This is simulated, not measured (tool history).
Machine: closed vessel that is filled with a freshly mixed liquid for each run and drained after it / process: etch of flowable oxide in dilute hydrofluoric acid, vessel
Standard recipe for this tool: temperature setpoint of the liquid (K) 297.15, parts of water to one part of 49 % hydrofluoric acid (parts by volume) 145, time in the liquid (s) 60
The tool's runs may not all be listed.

run,hour,temperature setpoint of the liquid (K),parts of water to one part of 49 % hydrofluoric acid (parts by volume),time in the liquid (s),wafers since the last listed run,hours since the thermometer was replaced,hours since the hydrofluoric acid flow meter was replaced,hours since the gauge calibration,"read-back film thickness of the flowable oxide reference wafer, read on the same gauge (nm)",thickness taken off the flowable oxide on a monitor wafer (nm)
1,0.0,297.15,145,60,0,1731.0,576.2,1494.9,150.01,21.47
2,107.8,300.65,145,70,8905,1838.8,684.0,1602.7,149.99,28.37
3,276.7,297.15,145,60,13953,2007.7,852.9,1771.6,149.98,21.24
4,370.0,297.15,145,60,7707,2101.0,946.2,1864.9,149.95,21.27
5,462.2,297.15,145,60,7616,2193.2,1038.4,1957.1,150.01,21.13
6,547.5,295.15,145,40,7046,2278.5,1123.7,2042.4,149.96,13.07
7,593.1,295.15,145,40,3767,2324.1,1169.3,2088.0,150.02,13.04
8,654.7,297.15,145,60,5088,2385.7,1230.9,2149.6,149.98,21.04
# hour 679.8: gauge calibrated
9,700.4,297.15,145,60,3775,2431.4,1276.6,20.6,150.01,21.11
10,807.4,297.15,145,60,8839,2538.4,1383.6,127.6,150.01,20.90
11,889.2,297.15,145,60,6757,2620.2,1465.4,209.4,150.00,20.82
12,988.0,297.15,145,60,8161,2719.0,1564.2,308.2,150.00,20.71
13,1045.9,295.65,185,75,4783,2776.9,1622.1,366.1,149.99,18.26
# hour 1074.5: hydrofluoric acid flow meter replaced
14,1151.1,297.15,205,60,8608,2882.1,76.6,471.3,149.98,14.54
15,1213.4,293.15,80,40,5146,2944.4,138.9,533.6,150.00,24.34
# hour 1290.2: thermometer replaced
16,1304.8,297.15,175,70,7468,14.6,230.3,625.0,149.99,20.35
17,1400.2,297.15,145,60,7881,110.0,325.7,720.4,150.02,21.68
18,1506.0,295.15,205,35,8740,215.8,431.5,826.2,150.04,7.76
19,1569.5,297.15,115,30,5245,279.3,495.0,889.7,149.99,14.02
20,1626.3,292.15,145,90,4692,336.1,551.8,946.5,150.00,26.59
21,1676.3,298.65,120,60,4130,386.1,601.8,996.5,150.00,28.57
22,1725.9,292.65,165,45,4097,435.7,651.4,1046.1,150.03,11.57

4 ways to go on from here, each from the tool as it stands after run 22. What would each give?
A,1726.6,297.15,145,60,57,436.4,652.1,1046.8,?,?
B,1726.6,297.15,145,50,57,436.4,652.1,1046.8,?,?
C,1726.6,295.65,205,70,57,436.4,652.1,1046.8,?,?
D,1726.6,301.65,170,75,57,436.4,652.1,1046.8,?,?

run,"read-back film thickness of the flowable oxide reference wafer, read on the same gauge (nm)",thickness taken off the flowable oxide on a monitor wafer (nm)
A,150.05,21.26
B,150.05,17.71
C,150.05,15.51
D,150.05,25.98
Stripped of hidden state, with their random variation kept, the same runs would have yielded:
run,thickness taken off the flowable oxide on a monitor wafer (nm)
A,21.84
B,18.20
C,15.95
D,26.71
